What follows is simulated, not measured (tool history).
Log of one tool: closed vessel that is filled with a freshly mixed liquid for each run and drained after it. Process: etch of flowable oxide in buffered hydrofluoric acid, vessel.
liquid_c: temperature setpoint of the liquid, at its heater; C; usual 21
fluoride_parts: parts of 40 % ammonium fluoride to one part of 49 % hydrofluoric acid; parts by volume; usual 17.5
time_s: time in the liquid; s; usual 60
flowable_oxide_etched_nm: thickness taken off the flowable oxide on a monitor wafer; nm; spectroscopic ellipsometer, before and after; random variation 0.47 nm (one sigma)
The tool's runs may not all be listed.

run    hour  liquid_c  fluoride_parts  time_s  wafers since the last listed run  hours since the thermometer was replaced  hours since the hydrofluoric acid flow meter was replaced  hours since the gauge calibration  read-back film thickness of the flowable oxide reference wafer, read on the same gauge (nm)  flowable_oxide_etched_nm
  1       0        21            17.5      60                                 0                                     399.6                                                       1221                              358.1                                                                                       140.02                      98.5
  2    56.4      17.5            17.5      35                              3695                                       456                                                     1277.4                              414.5                                                                                       139.99                     46.86
  3   117.5        21            17.5      60                              4003                                     517.1                                                     1338.5                              475.6                                                                                       139.99                     98.59
  4   204.9        21            17.5      80                              5726                                     604.5                                                     1425.9                                563                                                                                       139.99                     129.1
  5   294.5        21            17.5      60                              5870                                     694.1                                                     1515.5                              652.6                                                                                       139.99                     96.53
  6   350.3        21              14      60                              3656                                     749.9                                                     1571.3                              708.4                                                                                          140                    120.77
  7   542.4        21            17.5      60                             12586                                       942                                                     1763.4                              900.5                                                                                          140                     95.39
  8     625        21            17.5      60                              5411                                    1024.6                                                       1846                              983.1                                                                                          140                     94.72
      630.7  -- gauge calibrated
  9   845.4        23              24      75                             14440                                      1245                                                     2066.4                              214.7                                                                                       140.02                    102.55
 10   909.6        25            10.5      70                              4206                                    1309.2                                                     2130.6                              278.9                                                                                       139.99                    222.81
 11   971.8        21              14      60                              4075                                    1371.4                                                     2192.8                              341.1                                                                                       139.98                    115.23
 12  1010.2      25.5              21      90                              2515                                    1409.8                                                     2231.2                              379.5                                                                                       139.99                    154.43
       1123  -- hydrofluoric acid flow meter replaced
     1209.7  -- thermometer replaced
 13  1226.1        21            17.5      60                             14014                                      16.4                                                      103.1                              595.4                                                                                          140                    103.13
 14  1333.7      22.5              14      75                              7049                                       124                                                      210.7                                703                                                                                       139.99                    175.83

The next listed run, before its measurement:
 15  1379.9        21              24      95                              3027                                     170.2                                                      256.9                              749.2                                                                                            ?                         ?

{"run 15": {"read-back film thickness of the flowable oxide reference wafer, read on the same gauge (nm)": 140, "flowable_oxide_etched_nm": 126.64}}
Without the tool's hidden state the same run would have given flowable_oxide_etched_nm 129.37 nm.
